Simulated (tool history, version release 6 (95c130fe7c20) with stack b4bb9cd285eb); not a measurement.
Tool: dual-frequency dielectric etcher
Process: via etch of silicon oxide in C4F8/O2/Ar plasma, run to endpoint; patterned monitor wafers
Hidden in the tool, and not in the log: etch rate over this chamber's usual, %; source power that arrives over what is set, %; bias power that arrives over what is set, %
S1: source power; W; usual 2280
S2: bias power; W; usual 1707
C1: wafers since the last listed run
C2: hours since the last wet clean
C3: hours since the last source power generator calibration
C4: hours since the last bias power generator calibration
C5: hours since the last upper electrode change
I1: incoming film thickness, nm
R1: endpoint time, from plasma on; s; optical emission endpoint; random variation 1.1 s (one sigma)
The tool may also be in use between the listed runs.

Run 1, day 0: usual settings; C1 0; C2 164.2; C3 4055.2; C4 4546.1; C5 2862.8; I1 1750.6. Result: R1 360.4 s.
Run 2, day 0.962: usual settings; C1 105; C2 187.3; C3 4078.3; C4 4569.2; C5 2885.9; I1 1727.8. Result: R1 355.6 s.
Run 3, day 1.55: usual settings; C1 64; C2 201.4; C3 4092.4; C4 4583.3; C5 2900; I1 1749.9. Result: R1 361.3 s.
Run 4, day 2.258: usual settings; C1 77; C2 218.4; C3 4109.4; C4 4600.3; C5 2917; I1 1740.4. Result: R1 359.2 s.
Run 5, day 2.875: usual settings; C1 67; C2 233.2; C3 4124.2; C4 4615.1; C5 2931.8; I1 1731.3. Result: R1 357.6 s.
Run 6, day 3.788: usual settings but S1 1830 W; C1 99; C2 255.1; C3 4146.1; C4 4637; C5 2953.7; I1 1740.8. Result: R1 400.7 s.
Run 7, day 4.604: usual settings but S1 1830 W; C1 89; C2 274.7; C3 4165.7; C4 4656.6; C5 2973.3; I1 1757.8. Result: R1 403.1 s.
Run 8, day 5.246: usual settings; C1 70; C2 290.1; C3 4181.1; C4 4672; C5 2988.7; I1 1749.2. Result: R1 362.7 s.
Run 9, day 6.208: usual settings; C1 105; C2 313.2; C3 4204.2; C4 4695.1; C5 3011.8; I1 1724.3. Result: R1 357.7 s.
At day 7.392: upper electrode replaced.
Run 10, day 7.642: usual settings but S1 2050 W; C1 47; C2 347.6; C3 4238.6; C4 4729.5; C5 6; I1 1755.1. Result: R1 384 s.
Run 11, day 8.838: usual settings but S2 1551 W; C1 130; C2 376.3; C3 4267.3; C4 4758.2; C5 34.7; I1 1743.8. Result: R1 369.8 s.
Run 12, day 9.45: usual settings but S1 1850 W, S2 2131 W; C1 66; C2 391; C3 4282; C4 4772.9; C5 49.4; I1 1738.9. Result: R1 381.9 s.
At day 9.829: bias power generator calibrated.
At day 10.571: wet clean of the chamber.
Run 13, day 10.929: usual settings but S1 2680 W, S2 2057 W; C1 62; C2 8.6; C3 4317.5; C4 26.4; C5 84.9; I1 1740.9. Result: R1 319.7 s.
At day 11.3: source power generator calibrated.
Run 14, day 12.217: usual settings; C1 122; C2 39.5; C3 22; C4 57.3; C5 115.8; I1 1742.2. Result: R1 358.8 s.
Run 15, day 13.671: usual settings; C1 159; C2 74.4; C3 56.9; C4 92.2; C5 150.7; I1 1724. Result: R1 355.5 s.
Run 16, day 15.008: usual settings but S2 1348 W; C1 146; C2 106.5; C3 89; C4 124.3; C5 182.8; I1 1742.2. Result: R1 375.5 s.
Run 17, day 15.775: usual settings but S1 1850 W, S2 1322 W; C1 83; C2 124.9; C3 107.4; C4 142.7; C5 201.2; I1 1753.4. Result: R1 421.6 s.
Run 18, day 16.638: usual settings but S2 1919 W; C1 94; C2 145.6; C3 128.1; C4 163.4; C5 221.9; I1 1722.8. Result: R1 345.8 s.

4 ways to go on from here, each from the tool as it stands after run 18. What would each give?
Run A, day 16.658: usual settings; C1 2; C2 146.1; C3 128.6; C4 163.9; C5 222.4; I1 1749. Result: R1 ?.
Run B, day 16.658: usual settings but S1 2020 W, S2 1919 W; C1 2; C2 146.1; C3 128.6; C4 163.9; C5 222.4; I1 1749. Result: R1 ?.
Run C, day 16.658: usual settings but S1 2570 W, S2 1543 W; C1 2; C2 146.1; C3 128.6; C4 163.9; C5 222.4; I1 1749. Result: R1 ?.
Run D, day 16.658: usual settings but S1 1890 W, S2 1838 W; C1 2; C2 146.1; C3 128.6; C4 163.9; C5 222.4; I1 1749. Result: R1 ?.

run     R1
  A  360.7
  B  373.1
  C  347.6
  D  389.2
Without the tool's hidden state the same runs would have given:
run     R1
  A  357.4
  B  369.7
  C  344.4
  D  385.7

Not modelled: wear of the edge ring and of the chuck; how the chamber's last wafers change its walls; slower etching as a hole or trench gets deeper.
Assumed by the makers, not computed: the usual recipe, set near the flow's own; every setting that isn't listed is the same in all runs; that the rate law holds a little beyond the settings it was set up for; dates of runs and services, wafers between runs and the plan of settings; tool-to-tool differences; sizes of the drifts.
